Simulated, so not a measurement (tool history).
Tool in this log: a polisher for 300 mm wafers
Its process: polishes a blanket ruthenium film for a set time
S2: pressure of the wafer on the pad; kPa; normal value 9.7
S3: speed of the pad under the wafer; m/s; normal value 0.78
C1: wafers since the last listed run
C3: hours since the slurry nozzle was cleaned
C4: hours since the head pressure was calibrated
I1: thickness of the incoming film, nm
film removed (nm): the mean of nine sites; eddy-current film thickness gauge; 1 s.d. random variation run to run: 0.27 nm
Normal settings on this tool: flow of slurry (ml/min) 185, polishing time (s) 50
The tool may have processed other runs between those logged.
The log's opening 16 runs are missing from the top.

{"hour": 1080.7, "done": "worn pad replaced by a new one, of another model than before"}
{"hour": 1091.8, "done": "head pressure recalibrated"}
{"hour": 1096.1, "done": "slurry nozzle cleaned"}
{"run": 17, "hour": 1142.4, "flow of slurry (ml/min)": 225, "S2": 6.9, "S3": 1.02, "polishing time (s)": 34, "C1": 583, "wafers polished on this pad": 363, "C3": 46.3, "C4": 50.6, "I1": 566.6, "film removed (nm)": 23}
{"run": 18, "hour": 1182.9, "flow of slurry (ml/min)": 185, "S2": 9.7, "S3": 0.88, "polishing time (s)": 50, "C1": 250, "wafers polished on this pad": 613, "C3": 86.8, "C4": 91.1, "I1": 548.4, "film removed (nm)": 34.3}
{"run": 19, "hour": 1283.9, "flow of slurry (ml/min)": 185, "S2": 9.7, "S3": 0.78, "polishing time (s)": 50, "C1": 625, "wafers polished on this pad": 1239, "C3": 187.8, "C4": 192.1, "I1": 559.3, "film removed (nm)": 30.9}
{"run": 20, "hour": 1379.6, "flow of slurry (ml/min)": 125, "S2": 9.7, "S3": 0.6, "polishing time (s)": 61, "C1": 592, "wafers polished on this pad": 1831, "C3": 283.5, "C4": 287.8, "I1": 553.4, "film removed (nm)": 25.4}
{"run": 21, "hour": 1423.1, "flow of slurry (ml/min)": 230, "S2": 9.7, "S3": 0.6, "polishing time (s)": 50, "C1": 269, "wafers polished on this pad": 2100, "C3": 327, "C4": 331.3, "I1": 560, "film removed (nm)": 25}
{"run": 22, "hour": 1504.9, "flow of slurry (ml/min)": 185, "S2": 9.7, "S3": 0.78, "polishing time (s)": 50, "C1": 506, "wafers polished on this pad": 2607, "C3": 408.8, "C4": 413.1, "I1": 564.3, "film removed (nm)": 31.6}
{"hour": 1568.2, "done": "worn pad replaced by a new one"}
{"run": 23, "hour": 1576.1, "flow of slurry (ml/min)": 235, "S2": 9.7, "S3": 0.62, "polishing time (s)": 50, "C1": 415, "wafers polished on this pad": 48, "C3": 480, "C4": 484.3, "I1": 556.3, "film removed (nm)": 25.9}
{"hour": 1595.1, "done": "slurry nozzle cleaned"}
{"run": 24, "hour": 1621.3, "flow of slurry (ml/min)": 185, "S2": 9.7, "S3": 0.78, "polishing time (s)": 50, "C1": 273, "wafers polished on this pad": 322, "C3": 26.2, "C4": 529.5, "I1": 570, "film removed (nm)": 31.6}
{"hour": 1672.0, "done": "head pressure recalibrated"}
{"run": 25, "hour": 1714.8, "flow of slurry (ml/min)": 210, "S2": 9.7, "S3": 0.78, "polishing time (s)": 36, "C1": 566, "wafers polished on this pad": 888, "C3": 119.7, "C4": 42.8, "I1": 558.2, "film removed (nm)": 22.5}
{"run": 26, "hour": 1805.6, "flow of slurry (ml/min)": 145, "S2": 7.6, "S3": 0.64, "polishing time (s)": 50, "C1": 562, "wafers polished on this pad": 1451, "C3": 210.5, "C4": 133.6, "I1": 553.4, "film removed (nm)": 20.4}
{"run": 27, "hour": 1870.9, "flow of slurry (ml/min)": 155, "S2": 9.7, "S3": 0.78, "polishing time (s)": 63, "C1": 404, "wafers polished on this pad": 1855, "C3": 275.8, "C4": 198.9, "I1": 549.6, "film removed (nm)": 37.1}
{"run": 28, "hour": 1959.1, "flow of slurry (ml/min)": 130, "S2": 11.7, "S3": 0.7, "polishing time (s)": 50, "C1": 545, "wafers polished on this pad": 2401, "C3": 364, "C4": 287.1, "I1": 553.9, "film removed (nm)": 28}
{"hour": 1988.8, "done": "worn pad replaced by a new one"}
{"run": 29, "hour": 2019.4, "flow of slurry (ml/min)": 185, "S2": 9.7, "S3": 0.78, "polishing time (s)": 50, "C1": 348, "wafers polished on this pad": 189, "C3": 424.3, "C4": 347.4, "I1": 561.6, "film removed (nm)": 31}
{"run": 30, "hour": 2062.8, "flow of slurry (ml/min)": 185, "S2": 9.7, "S3": 0.78, "polishing time (s)": 50, "C1": 268, "wafers polished on this pad": 458, "C3": 467.7, "C4": 390.8, "I1": 558.3, "film removed (nm)": 31.3}
{"hour": 2154.7, "done": "slurry nozzle cleaned"}
{"run": 31, "hour": 2166.5, "flow of slurry (ml/min)": 185, "S2": 9.7, "S3": 0.78, "polishing time (s)": 50, "C1": 635, "wafers polished on this pad": 1093, "C3": 11.8, "C4": 494.5, "I1": 553.3, "film removed (nm)": 31.5}

Here are 4 independent what-if runs from the current tool condition. What would each one return?
{"run": "A", "hour": 2166.9, "flow of slurry (ml/min)": 185, "S2": 9.7, "S3": 0.78, "polishing time (s)": 50, "C1": 2, "wafers polished on this pad": 1096, "C3": 12.2, "C4": 494.9, "I1": 563.4, "film removed (nm)": "?"}
{"run": "B", "hour": 2166.9, "flow of slurry (ml/min)": 185, "S2": 8.3, "S3": 0.78, "polishing time (s)": 50, "C1": 2, "wafers polished on this pad": 1096, "C3": 12.2, "C4": 494.9, "I1": 563.4, "film removed (nm)": "?"}
{"run": "C", "hour": 2166.9, "flow of slurry (ml/min)": 185, "S2": 12.4, "S3": 1.06, "polishing time (s)": 66, "C1": 2, "wafers polished on this pad": 1096, "C3": 12.2, "C4": 494.9, "I1": 563.4, "film removed (nm)": "?"}
{"run": "D", "hour": 2166.9, "flow of slurry (ml/min)": 185, "S2": 8.3, "S3": 0.52, "polishing time (s)": 64, "C1": 2, "wafers polished on this pad": 1096, "C3": 12.2, "C4": 494.9, "I1": 563.4, "film removed (nm)": "?"}

run=A film_removed_(nm)=32.2
run=B film_removed_(nm)=29.4
run=C film_removed_(nm)=68
run=D film_removed_(nm)=25.1
Without the tool's unlogged condition, the same runs would have read:
run=A film_removed_(nm)=30.9
run=B film_removed_(nm)=28.2
run=C film_removed_(nm)=65.3
run=D film_removed_(nm)=24
